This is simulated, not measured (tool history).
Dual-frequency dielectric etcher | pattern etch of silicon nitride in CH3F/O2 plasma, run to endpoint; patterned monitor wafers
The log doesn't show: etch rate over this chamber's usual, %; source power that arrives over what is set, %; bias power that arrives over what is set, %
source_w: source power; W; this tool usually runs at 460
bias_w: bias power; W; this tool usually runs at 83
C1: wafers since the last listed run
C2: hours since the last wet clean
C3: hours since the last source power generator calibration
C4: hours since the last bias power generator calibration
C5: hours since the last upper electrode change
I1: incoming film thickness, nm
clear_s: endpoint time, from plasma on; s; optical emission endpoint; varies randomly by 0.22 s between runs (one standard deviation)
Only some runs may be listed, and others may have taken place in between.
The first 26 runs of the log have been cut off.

Run 27, hour 2308.3: usual settings but source_w 400 W; C1 546; C2 411.8; C3 567.5; C4 434.9; C5 1534.6; I1 70.4. Result: clear_s 77.0 s.
Run 28, hour 2393.4: usual settings but source_w 540 W; C1 634; C2 496.9; C3 652.6; C4 520.0; C5 1619.7; I1 71.2. Result: clear_s 66.9 s.
Run 29, hour 2451.8: usual settings but source_w 580 W, bias_w 96 W; C1 435; C2 555.3; C3 711.0; C4 578.4; C5 1678.1; I1 70.7. Result: clear_s 62.1 s.
Run 30, hour 2555.9: usual settings; C1 776; C2 659.4; C3 815.1; C4 682.5; C5 1782.2; I1 71.0. Result: clear_s 72.3 s.
At hour 2585.1: wet clean of the chamber.
Run 31, hour 2593.4: usual settings but source_w 370 W, bias_w 73 W; C1 100; C2 8.3; C3 852.6; C4 720.0; C5 1819.7; I1 71.0. Result: clear_s 82.4 s.
Run 32, hour 2664.0: usual settings but source_w 550 W, bias_w 104 W; C1 526; C2 78.9; C3 923.2; C4 790.6; C5 1890.3; I1 70.8. Result: clear_s 60.9 s.
Run 33, hour 2711.6: usual settings; C1 354; C2 126.5; C3 970.8; C4 838.2; C5 1937.9; I1 71.1. Result: clear_s 71.6 s.
Run 34, hour 2747.9: usual settings but source_w 410 W; C1 270; C2 162.8; C3 1007.1; C4 874.5; C5 1974.2; I1 70.9. Result: clear_s 75.8 s.
Run 35, hour 2851.2: usual settings but source_w 370 W, bias_w 70 W; C1 770; C2 266.1; C3 1110.4; C4 977.8; C5 2077.5; I1 71.1. Result: clear_s 83.4 s.

Forecast each of these 4 alternatives for the next run:
Run A, hour 2851.7: usual settings but bias_w 67 W; C1 3; C2 266.6; C3 1110.9; C4 978.3; C5 2078.0; I1 71.3. Result: clear_s ?.
Run B, hour 2851.7: usual settings but source_w 500 W, bias_w 92 W; C1 3; C2 266.6; C3 1110.9; C4 978.3; C5 2078.0; I1 71.3. Result: clear_s ?.
Run C, hour 2851.7: usual settings but source_w 410 W, bias_w 64 W; C1 3; C2 266.6; C3 1110.9; C4 978.3; C5 2078.0; I1 71.3. Result: clear_s ?.
Run D, hour 2851.7: usual settings but source_w 360 W; C1 3; C2 266.6; C3 1110.9; C4 978.3; C5 2078.0; I1 71.3. Result: clear_s ?.

run  clear_s
  A     75.8
  B     67.2
  C     81.3
  D     81.9
The same runs, with their run-to-run variation unchanged, on a tool lacking any hidden condition would have given:
run  clear_s
  A     74.7
  B     66.3
  C     80.1
  D     80.7
